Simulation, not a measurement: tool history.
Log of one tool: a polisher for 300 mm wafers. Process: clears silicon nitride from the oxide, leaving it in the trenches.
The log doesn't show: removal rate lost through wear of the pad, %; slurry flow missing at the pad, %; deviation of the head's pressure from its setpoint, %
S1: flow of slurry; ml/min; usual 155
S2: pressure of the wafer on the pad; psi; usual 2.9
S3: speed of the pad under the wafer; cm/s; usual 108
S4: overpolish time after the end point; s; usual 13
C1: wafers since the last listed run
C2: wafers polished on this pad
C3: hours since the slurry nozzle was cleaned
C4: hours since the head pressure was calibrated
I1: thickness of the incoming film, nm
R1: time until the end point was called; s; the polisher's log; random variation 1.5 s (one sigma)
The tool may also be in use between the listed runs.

{"run": 1, "hour": 0.0, "S1": 155, "S2": 2.9, "S3": 108, "S4": 17, "C1": 0, "C2": 1070, "C3": 156.1, "C4": 617.0, "I1": 80.6, "R1": 86.7}
{"hour": 5.8, "done": "worn pad replaced by a new one"}
{"run": 2, "hour": 11.9, "S1": 155, "S2": 2.9, "S3": 108, "S4": 17, "C1": 73, "C2": 56, "C3": 168.0, "C4": 628.9, "I1": 79.8, "R1": 77.5}
{"run": 3, "hour": 17.9, "S1": 155, "S2": 2.9, "S3": 108, "S4": 13, "C1": 55, "C2": 112, "C3": 174.0, "C4": 634.9, "I1": 80.9, "R1": 78.3}
{"run": 4, "hour": 29.5, "S1": 155, "S2": 2.9, "S3": 108, "S4": 13, "C1": 107, "C2": 219, "C3": 185.6, "C4": 646.5, "I1": 80.2, "R1": 82.8}
{"run": 5, "hour": 46.1, "S1": 155, "S2": 2.9, "S3": 108, "S4": 13, "C1": 153, "C2": 373, "C3": 202.2, "C4": 663.1, "I1": 80.2, "R1": 82.9}
{"run": 6, "hour": 63.5, "S1": 155, "S2": 2.9, "S3": 108, "S4": 13, "C1": 161, "C2": 534, "C3": 219.6, "C4": 680.5, "I1": 80.4, "R1": 84.3}
{"run": 7, "hour": 71.5, "S1": 155, "S2": 2.9, "S3": 108, "S4": 13, "C1": 74, "C2": 609, "C3": 227.6, "C4": 688.5, "I1": 80.5, "R1": 84.5}
{"run": 8, "hour": 96.3, "S1": 155, "S2": 2.9, "S3": 108, "S4": 13, "C1": 229, "C2": 838, "C3": 252.4, "C4": 713.3, "I1": 79.9, "R1": 86.7}
{"run": 9, "hour": 104.3, "S1": 155, "S2": 2.9, "S3": 108, "S4": 13, "C1": 74, "C2": 912, "C3": 260.4, "C4": 721.3, "I1": 80.4, "R1": 86.1}
{"hour": 115.4, "done": "worn pad replaced by a new one, of another model than before"}
{"run": 10, "hour": 115.9, "S1": 155, "S2": 2.9, "S3": 108, "S4": 13, "C1": 70, "C2": 4, "C3": 272.0, "C4": 732.9, "I1": 79.6, "R1": 78.1}
{"run": 11, "hour": 129.3, "S1": 155, "S2": 2.9, "S3": 130, "S4": 13, "C1": 124, "C2": 128, "C3": 285.4, "C4": 746.3, "I1": 80.9, "R1": 72.0}
{"run": 12, "hour": 138.3, "S1": 155, "S2": 2.9, "S3": 130, "S4": 13, "C1": 83, "C2": 212, "C3": 294.4, "C4": 755.3, "I1": 78.8, "R1": 70.3}
{"run": 13, "hour": 149.9, "S1": 155, "S2": 2.9, "S3": 130, "S4": 13, "C1": 107, "C2": 319, "C3": 306.0, "C4": 766.9, "I1": 78.5, "R1": 72.9}
{"run": 14, "hour": 166.4, "S1": 155, "S2": 2.9, "S3": 108, "S4": 13, "C1": 152, "C2": 472, "C3": 322.5, "C4": 783.4, "I1": 79.6, "R1": 84.7}
{"run": 15, "hour": 176.3, "S1": 155, "S2": 2.9, "S3": 108, "S4": 13, "C1": 91, "C2": 564, "C3": 332.4, "C4": 793.3, "I1": 80.3, "R1": 84.9}
{"hour": 179.8, "done": "head pressure recalibrated"}
{"run": 16, "hour": 188.2, "S1": 155, "S2": 2.9, "S3": 108, "S4": 13, "C1": 91, "C2": 655, "C3": 344.3, "C4": 8.4, "I1": 80.6, "R1": 83.8}
{"run": 17, "hour": 197.2, "S1": 155, "S2": 2.9, "S3": 108, "S4": 13, "C1": 83, "C2": 739, "C3": 353.3, "C4": 17.4, "I1": 79.9, "R1": 85.8}
{"hour": 211.0, "done": "worn pad replaced by a new one"}
{"run": 18, "hour": 211.5, "S1": 180, "S2": 2.9, "S3": 108, "S4": 13, "C1": 95, "C2": 4, "C3": 367.6, "C4": 31.7, "I1": 80.3, "R1": 76.6}
{"run": 19, "hour": 219.5, "S1": 155, "S2": 2.9, "S3": 82, "S4": 13, "C1": 74, "C2": 79, "C3": 375.6, "C4": 39.7, "I1": 79.4, "R1": 91.1}
{"hour": 229.8, "done": "slurry nozzle cleaned"}
{"run": 20, "hour": 231.5, "S1": 155, "S2": 2.9, "S3": 108, "S4": 9, "C1": 101, "C2": 180, "C3": 1.7, "C4": 51.7, "I1": 80.9, "R1": 81.6}
{"run": 21, "hour": 242.5, "S1": 120, "S2": 2.4, "S3": 126, "S4": 21, "C1": 101, "C2": 282, "C3": 12.7, "C4": 62.7, "I1": 80.7, "R1": 92.2}
{"run": 22, "hour": 260.5, "S1": 155, "S2": 2.9, "S3": 108, "S4": 13, "C1": 166, "C2": 449, "C3": 30.7, "C4": 80.7, "I1": 79.6, "R1": 84.7}
{"run": 23, "hour": 267.1, "S1": 175, "S2": 2.9, "S3": 94, "S4": 13, "C1": 61, "C2": 510, "C3": 37.3, "C4": 87.3, "I1": 80.6, "R1": 89.4}
{"run": 24, "hour": 277.0, "S1": 155, "S2": 2.2, "S3": 96, "S4": 13, "C1": 91, "C2": 602, "C3": 47.2, "C4": 97.2, "I1": 79.3, "R1": 106.7}
{"run": 25, "hour": 284.9, "S1": 175, "S2": 2.1, "S3": 124, "S4": 9, "C1": 73, "C2": 675, "C3": 55.1, "C4": 105.1, "I1": 81.0, "R1": 92.1}
{"run": 26, "hour": 302.7, "S1": 155, "S2": 2.0, "S3": 108, "S4": 9, "C1": 164, "C2": 840, "C3": 72.9, "C4": 122.9, "I1": 79.0, "R1": 106.4}
{"hour": 320.3, "done": "worn pad replaced by a new one"}
{"run": 27, "hour": 320.8, "S1": 200, "S2": 3.8, "S3": 78, "S4": 7, "C1": 130, "C2": 4, "C3": 91.0, "C4": 141.0, "I1": 80.3, "R1": 70.9}
{"run": 28, "hour": 335.1, "S1": 110, "S2": 3.9, "S3": 72, "S4": 10, "C1": 132, "C2": 136, "C3": 105.3, "C4": 155.3, "I1": 80.6, "R1": 92.4}
{"run": 29, "hour": 345.1, "S1": 105, "S2": 2.0, "S3": 82, "S4": 8, "C1": 92, "C2": 229, "C3": 115.3, "C4": 165.3, "I1": 79.2, "R1": 140.4}
{"run": 30, "hour": 353.6, "S1": 155, "S2": 2.9, "S3": 108, "S4": 13, "C1": 78, "C2": 308, "C3": 123.8, "C4": 173.8, "I1": 80.9, "R1": 85.2}
{"run": 31, "hour": 359.9, "S1": 155, "S2": 3.4, "S3": 108, "S4": 13, "C1": 58, "C2": 366, "C3": 130.1, "C4": 180.1, "I1": 80.4, "R1": 78.8}
{"run": 32, "hour": 376.2, "S1": 200, "S2": 2.2, "S3": 136, "S4": 10, "C1": 151, "C2": 517, "C3": 146.4, "C4": 196.4, "I1": 80.1, "R1": 86.6}
{"run": 33, "hour": 384.0, "S1": 200, "S2": 2.9, "S3": 120, "S4": 8, "C1": 72, "C2": 589, "C3": 154.2, "C4": 204.2, "I1": 79.5, "R1": 73.2}
{"run": 34, "hour": 401.5, "S1": 205, "S2": 2.0, "S3": 80, "S4": 21, "C1": 162, "C2": 752, "C3": 171.7, "C4": 221.7, "I1": 79.1, "R1": 125.6}
{"run": 35, "hour": 407.6, "S1": 205, "S2": 2.5, "S3": 108, "S4": 7, "C1": 56, "C2": 808, "C3": 177.8, "C4": 227.8, "I1": 80.0, "R1": 91.4}
{"run": 36, "hour": 417.9, "S1": 175, "S2": 3.5, "S3": 124, "S4": 13, "C1": 95, "C2": 904, "C3": 188.1, "C4": 238.1, "I1": 80.6, "R1": 71.0}
{"run": 37, "hour": 428.6, "S1": 120, "S2": 2.9, "S3": 80, "S4": 15, "C1": 99, "C2": 1003, "C3": 198.8, "C4": 248.8, "I1": 78.9, "R1": 111.9}

Some steps in R1 between neighbouring runs. How much of each would the tool show without its hidden state too (settings, what came in, random variation), and how much is left for the hidden state, with any gauge scatter that isn't in both results?
Run 1 -> 2: worn pad replaced by a new one. R1 -9.2 s: hidden state -10.0, all else +0.8.
Run 17 -> 18: S1 155 -> 180, worn pad replaced by a new one. R1 -9.2 s: hidden state -10.0, all else +0.8.
Run 26 -> 27: S1 155 -> 200, S2 2.0 -> 3.8, S3 108 -> 78, S4 9 -> 7, worn pad replaced by a new one. R1 -35.5 s: hidden state -11.1, all else -24.4.
Run 28 -> 29: S1 110 -> 105, S2 3.9 -> 2.0, S3 72 -> 82, S4 10 -> 8. R1 +48.0 s: hidden state +6.1, all else +41.9.
Run 29 -> 30: S1 105 -> 155, S2 2.0 -> 2.9, S3 82 -> 108, S4 8 -> 13. R1 -55.2 s: hidden state -3.8, all else -51.4.
Run 33 -> 34: S1 200 -> 205, S2 2.9 -> 2.0, S3 120 -> 80, S4 8 -> 21. R1 +52.4 s: hidden state +7.9, all else +44.5.
